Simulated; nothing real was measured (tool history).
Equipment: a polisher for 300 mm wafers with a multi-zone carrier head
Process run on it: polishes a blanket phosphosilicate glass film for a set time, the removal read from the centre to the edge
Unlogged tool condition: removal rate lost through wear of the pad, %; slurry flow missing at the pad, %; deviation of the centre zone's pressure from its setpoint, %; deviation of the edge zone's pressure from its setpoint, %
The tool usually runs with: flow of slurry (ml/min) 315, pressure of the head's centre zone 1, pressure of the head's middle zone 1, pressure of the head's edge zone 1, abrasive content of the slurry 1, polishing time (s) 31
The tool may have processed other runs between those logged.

run	hour	flow of slurry (ml/min)	pressure of the head's centre zone	pressure of the head's middle zone	pressure of the head's edge zone	abrasive content of the slurry	polishing time (s)	wafers since the last listed run	wafers polished on this pad	hours since the slurry nozzle was cleaned	hours since the centre zone pressure was calibrated	hours since the edge zone pressure was calibrated	hours since the carrier head's membrane was replaced	incoming thickness of the incoming film, nm	film removed at the wafer's centre (angstrom)	film removed at mid-radius (angstrom)	film removed at the wafer's edge (angstrom)
1	0	315	1	0.95	0.96	1	31	0	2353	70.9	8.5	3.3	49.1	2466.7	2894	2682	2718
# hour 6.9: worn pad replaced by a new one
2	15.2	315	1.1	1	1.06	0.8	27	218	160	86.1	23.7	18.5	64.3	2479.5	2568	2218	2205
3	50.3	315	0.94	1	1.09	1	31	683	843	121.2	58.8	53.6	99.4	2480.8	2735	2792	2781
4	86.6	255	1	0.91	0.89	1.2	31	706	1550	157.5	95.1	89.9	135.7	2488.4	3138	2749	2744
5	96.5	425	1	1	1	1	31	192	1743	167.4	105	99.8	145.6	2500.8	3072	2832	2736
6	111.8	315	0.97	0.94	1	1	31	297	2041	182.7	120.3	115.1	160.9	2526.8	2962	2653	2719
7	124.9	410	1.1	1.04	1.08	1	31	255	2296	195.8	133.4	128.2	174	2463.1	3416	2962	2883
8	130.9	315	1	1	1	1	35	116	2413	201.8	139.4	134.2	180	2447.4	3451	3117	3109
9	146.6	285	1	0.91	1.05	0.8	31	305	2718	217.5	155.1	149.9	195.7	2496.2	2714	2335	2559
# hour 162.3: worn pad replaced by a new one
10	162.8	315	1	1	1	1	31	237	10	233.7	171.3	166.1	211.9	2477.4	3036	2811	2757
11	172	360	1	1	0.96	1	31	179	189	242.9	180.5	175.3	221.1	2503.9	3059	2848	2700
12	183	315	1	1	1	1	31	214	403	253.9	191.5	186.3	232.1	2496.7	3082	2806	2701
13	199.9	315	1	1	1	1	31	329	732	270.8	208.4	203.2	249	2492.1	3075	2811	2763
14	216.9	345	0.95	0.91	1	0.75	31	330	1063	287.8	225.4	220.2	266	2515.5	2600	2262	2419
15	228	315	1	1	1	1.2	38	216	1279	298.9	236.5	231.3	277.1	2458.8	4052	3691	3646
16	246.2	315	1	1	1	1	31	354	1634	317.1	254.7	249.5	295.3	2525.9	3146	2792	2770
17	252.6	315	1.12	1	1	1	31	124	1758	323.5	261.1	255.9	301.7	2520	3456	2821	2748
18	270	400	1	1	0.89	1.15	37	338	2097	340.9	278.5	273.3	319.1	2455.6	3955	3567	3405
19	286.9	350	1	1.09	1	1	27	329	2426	357.8	295.4	290.2	336	2511.1	2782	2646	2400
20	297.6	315	1	1	1	1	31	208	2634	368.5	306.1	300.9	346.7	2478.8	3159	2789	2795
# hour 306.5: worn pad replaced by a new one
21	308.6	315	1.07	1	0.9	1	41	136	40	379.5	317.1	311.9	357.7	2474.5	4382	3698	3488

Alternative continuations, all from the tool just after run 21; predict every row:
A	309	315	1	1	1	1	31	7	47	379.9	317.5	312.3	358.1	2516.3	?	?	?
B	309	315	1.09	1	1	1.25	31	7	47	379.9	317.5	312.3	358.1	2516.3	?	?	?
C	309	315	1	1	1.11	0.8	31	7	47	379.9	317.5	312.3	358.1	2516.3	?	?	?
D	309	315	1.06	1	1	1	31	7	47	379.9	317.5	312.3	358.1	2516.3	?	?	?
E	309	315	1	1	1	0.75	31	7	47	379.9	317.5	312.3	358.1	2516.3	?	?	?

run	film removed at the wafer's centre (angstrom)	film removed at mid-radius (angstrom)	film removed at the wafer's edge (angstrom)
A	3183	2797	2726
B	3781	3047	2971
C	2900	2548	2580
D	3374	2796	2726
E	2819	2477	2414
Without the tool's unlogged condition, the same runs would have read:
run	film removed at the wafer's centre (angstrom)	film removed at mid-radius (angstrom)	film removed at the wafer's edge (angstrom)
A	2915	2799	2726
B	3464	3049	2971
C	2655	2549	2580
D	3091	2798	2726
E	2581	2478	2414

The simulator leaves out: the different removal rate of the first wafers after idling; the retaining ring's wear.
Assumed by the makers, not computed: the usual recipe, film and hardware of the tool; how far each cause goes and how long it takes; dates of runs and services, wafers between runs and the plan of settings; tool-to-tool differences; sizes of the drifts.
